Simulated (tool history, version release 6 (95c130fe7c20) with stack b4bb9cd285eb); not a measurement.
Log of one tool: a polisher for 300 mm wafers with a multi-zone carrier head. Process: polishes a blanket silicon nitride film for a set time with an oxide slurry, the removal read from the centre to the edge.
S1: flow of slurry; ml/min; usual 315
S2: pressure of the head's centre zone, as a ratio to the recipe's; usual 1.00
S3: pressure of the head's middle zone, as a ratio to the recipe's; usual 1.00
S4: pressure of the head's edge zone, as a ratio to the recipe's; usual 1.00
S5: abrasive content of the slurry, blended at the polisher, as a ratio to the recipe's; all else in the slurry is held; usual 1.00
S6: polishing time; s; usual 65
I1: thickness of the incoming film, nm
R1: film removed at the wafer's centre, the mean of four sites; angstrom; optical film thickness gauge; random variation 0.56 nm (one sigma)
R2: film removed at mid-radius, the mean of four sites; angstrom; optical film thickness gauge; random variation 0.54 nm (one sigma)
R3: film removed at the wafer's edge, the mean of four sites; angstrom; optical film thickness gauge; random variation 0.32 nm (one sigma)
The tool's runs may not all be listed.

run,hour,S1,S2,S3,S4,S5,S6,I1,R1,R2,R3
1,0.0,295,1.00,1.00,0.91,1.00,65,454.5,393,394,372
# hour 22.4: worn pad replaced by a new one
# hour 58.8: edge zone pressure recalibrated
2,59.3,295,1.00,1.00,0.91,1.00,65,449.9,390,408,375
3,104.6,315,1.00,1.00,1.00,1.00,65,457.9,395,404,394
4,141.5,315,1.00,0.93,1.00,1.00,65,451.1,388,372,391
# hour 157.3: worn pad replaced by a new one
5,187.1,315,1.00,0.93,1.00,1.00,65,452.0,398,374,387
# hour 212.3: slurry nozzle cleaned
6,230.0,315,1.00,0.93,1.00,1.00,65,447.3,392,374,388
7,256.5,315,1.00,1.00,1.00,1.10,65,445.7,414,432,416
# hour 264.6: centre zone pressure recalibrated
# hour 297.9: worn pad replaced by a new one
8,301.4,315,1.00,1.00,1.00,1.10,65,450.2,408,419,406
9,344.2,315,1.00,1.07,1.00,1.00,65,454.4,401,424,386
10,386.7,315,1.00,1.00,1.00,1.00,65,451.9,391,408,387
11,437.6,315,1.00,1.00,1.10,1.25,65,453.4,452,469,454
# hour 447.8: worn pad replaced by a new one
# hour 466.3: edge zone pressure recalibrated
# hour 473.8: carrier head's membrane replaced by a new one
12,498.2,375,1.00,0.95,1.00,1.00,65,447.1,401,395,397
13,535.1,425,1.05,1.00,1.10,1.00,58,452.4,386,363,361
14,564.6,315,0.90,1.05,1.00,1.25,45,445.0,279,334,306
# hour 577.1: worn pad replaced by a new one
15,594.9,315,1.00,1.00,1.00,0.90,48,446.4,272,281,266
16,655.3,315,1.00,1.00,1.00,1.00,65,447.4,399,390,386

5 ways to go on from here, each from the tool as it stands after run 16. What would each give?
A,655.7,315,1.00,1.00,1.00,1.00,65,454.5,?,?,?
B,655.7,315,1.00,1.00,1.09,1.00,65,454.5,?,?,?
C,655.7,395,1.00,1.00,1.00,1.00,65,454.5,?,?,?
D,655.7,215,1.10,1.00,1.12,1.00,75,454.5,?,?,?
E,655.7,315,1.00,1.00,1.00,1.00,52,454.5,?,?,?

run,R1,R2,R3
A,398,401,392
B,398,401,403
C,408,409,398
D,479,440,452
E,319,321,313
Without the tool's hidden state the same runs would have given:
run,R1,R2,R3
A,398,401,392
B,398,401,403
C,408,409,398
D,479,440,452
E,319,321,313

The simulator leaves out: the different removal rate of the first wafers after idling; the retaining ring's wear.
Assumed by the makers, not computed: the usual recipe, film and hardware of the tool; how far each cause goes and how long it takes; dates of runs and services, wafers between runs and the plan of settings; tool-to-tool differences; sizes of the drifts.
